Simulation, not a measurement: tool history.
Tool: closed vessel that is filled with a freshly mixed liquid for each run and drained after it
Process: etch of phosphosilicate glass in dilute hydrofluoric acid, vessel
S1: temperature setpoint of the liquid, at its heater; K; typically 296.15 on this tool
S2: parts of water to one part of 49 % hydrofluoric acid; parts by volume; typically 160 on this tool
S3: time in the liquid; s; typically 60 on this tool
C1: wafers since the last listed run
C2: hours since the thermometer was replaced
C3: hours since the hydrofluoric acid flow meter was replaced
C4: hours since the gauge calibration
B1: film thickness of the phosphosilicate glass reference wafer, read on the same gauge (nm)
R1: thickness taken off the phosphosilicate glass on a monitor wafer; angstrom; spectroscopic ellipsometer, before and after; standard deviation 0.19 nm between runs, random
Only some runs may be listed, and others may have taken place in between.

Run 1, hour 0: usual settings; C1 0; C2 355; C3 1564.8; C4 321.5; B1 120. Result: R1 212.9 angstrom.
Run 2, hour 54.5: usual settings; C1 4068; C2 409.5; C3 1619.3; C4 376; B1 120.02. Result: R1 206.9 angstrom.
Run 3, hour 110.4: usual settings; C1 4173; C2 465.4; C3 1675.2; C4 431.9; B1 120. Result: R1 203.6 angstrom.
Run 4, hour 136: usual settings but S3 35 s; C1 1911; C2 491; C3 1700.8; C4 457.5; B1 119.99. Result: R1 120.5 angstrom.
Run 5, hour 200.1: usual settings but S3 35 s; C1 4785; C2 555.1; C3 1764.9; C4 521.6; B1 119.98. Result: R1 120.5 angstrom.
Run 6, hour 233.1: usual settings but S3 55 s; C1 2463; C2 588.1; C3 1797.9; C4 554.6; B1 119.98. Result: R1 188.7 angstrom.
Run 7, hour 297: usual settings but S3 55 s; C1 4770; C2 652; C3 1861.8; C4 618.5; B1 120.01. Result: R1 188.2 angstrom.
Run 8, hour 368.1: usual settings; C1 5307; C2 723.1; C3 1932.9; C4 689.6; B1 119.99. Result: R1 205.9 angstrom.
Run 9, hour 406: usual settings; C1 2829; C2 761; C3 1970.8; C4 727.5; B1 120. Result: R1 203.9 angstrom.
At hour 410.9: gauge calibrated.
Run 10, hour 470.7: usual settings but S1 297.65 K, S2 115 parts by volume; C1 4830; C2 825.7; C3 2035.5; C4 59.8; B1 120. Result: R1 317.7 angstrom.
Run 11, hour 511.4: usual settings but S3 30 s; C1 3038; C2 866.4; C3 2076.2; C4 100.5; B1 120.01. Result: R1 101.6 angstrom.

Predict the results of run 12:
Run 12, hour 554.7: usual settings but S2 220 parts by volume, S3 40 s; C1 3232; C2 909.7; C3 2119.5; C4 143.8; B1 ?. Result: R1 ?.

{"run 12": {"B1": 120.03, "R1": 93.5}}
Were there no unlogged condition in the tool, this run, its random variation unchanged, would have produced R1 103.2 angstrom.
